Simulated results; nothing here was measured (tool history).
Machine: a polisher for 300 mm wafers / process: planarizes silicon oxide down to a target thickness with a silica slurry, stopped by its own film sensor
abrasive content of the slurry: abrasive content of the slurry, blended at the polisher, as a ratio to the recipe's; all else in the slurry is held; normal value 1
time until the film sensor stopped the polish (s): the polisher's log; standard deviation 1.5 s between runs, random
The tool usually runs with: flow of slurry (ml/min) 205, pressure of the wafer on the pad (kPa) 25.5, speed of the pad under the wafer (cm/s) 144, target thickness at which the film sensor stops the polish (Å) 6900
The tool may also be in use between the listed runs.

run,day,flow of slurry (ml/min),pressure of the wafer on the pad (kPa),speed of the pad under the wafer (cm/s),abrasive content of the slurry,target thickness at which the film sensor stops the polish (Å),"incoming thickness of the incoming film, nm",time until the film sensor stopped the polish (s)
1,0,205,25.5,108,1,6620,1016.1,125
2,2.438,205,25.5,144,1,6900,993.1,87
3,4.962,205,25.5,144,1,6900,1003.3,92.5
# day 6.288: worn pad replaced by a new one
4,7.092,205,25.5,144,1,6900,996.1,91.8
5,9.921,205,25.5,144,1,6900,1013,95.1
# day 10.083: slurry nozzle cleaned
# day 10.867: slurry blender recalibrated
6,11.475,205,25.5,144,1,6900,1010.6,95
# day 12.612: conditioning disc replaced and pad reconditioned
7,13.642,205,25.5,144,1,6900,1007.1,86.1
8,15.462,205,25.5,144,1,6900,1026.7,93
9,18.171,205,25.5,144,1,6900,1006.9,89.4
# day 19.192: worn pad replaced by a new one
10,19.212,205,25.5,144,1,6900,1005.5,90.1
11,21.725,205,25.5,144,1,6900,1022,93.1
# day 22.217: slurry blender recalibrated
12,24.454,155,25.5,164,1.3,6330,1024.7,96.3
13,27.271,160,25.5,144,1,7340,1017.7,85.2
# day 29.5: head pressure recalibrated
14,30.212,205,25.5,144,1,6900,1005.9,95.2
# day 30.596: worn pad replaced by a new one
15,31.308,205,25.5,144,1,6900,1011.3,95.7
16,33.8,205,25.5,144,1,6900,1019.7,102.7
# day 34.333: slurry blender recalibrated
# day 34.417: slurry nozzle cleaned
# day 34.833: conditioning disc replaced and pad reconditioned
17,36.358,205,29,94,1.25,5900,1022,136.1
18,38.383,205,25.5,144,1,7980,994.2,53.1
19,40.758,160,25.5,102,1,6900,1026.9,126.8
20,42.829,260,17.2,144,1,6900,998.4,125
# day 43.721: worn pad replaced by a new one
21,44.662,205,25.5,144,0.7,6900,1011.2,105.1
# day 45.446: slurry blender recalibrated
22,46.133,205,25.5,182,1.15,6900,999.1,70.7
23,47.767,205,17.2,144,1,6290,1013.2,159.2
24,48.833,205,25.5,144,1,6900,1028.7,99
25,50.925,155,25.5,144,1,6900,1031.3,104.1

4 options for the next run, each taken on its own from the tool as it stands now. Forecast them:
A,50.942,205,25.5,144,1,6900,1010.2,?
B,50.942,140,25.5,114,1,6900,1010.2,?
C,50.942,230,25.5,144,1,6900,1010.2,?
D,50.942,205,25.5,144,1,7220,1010.2,?

run,time until the film sensor stopped the polish (s)
A,91.3
B,112.2
C,90.5
D,82.2
Take away the tool's hidden state, keep each run's random variation, and the runs would have read:
run,time until the film sensor stopped the polish (s)
A,84.4
B,105.2
C,83.6
D,76
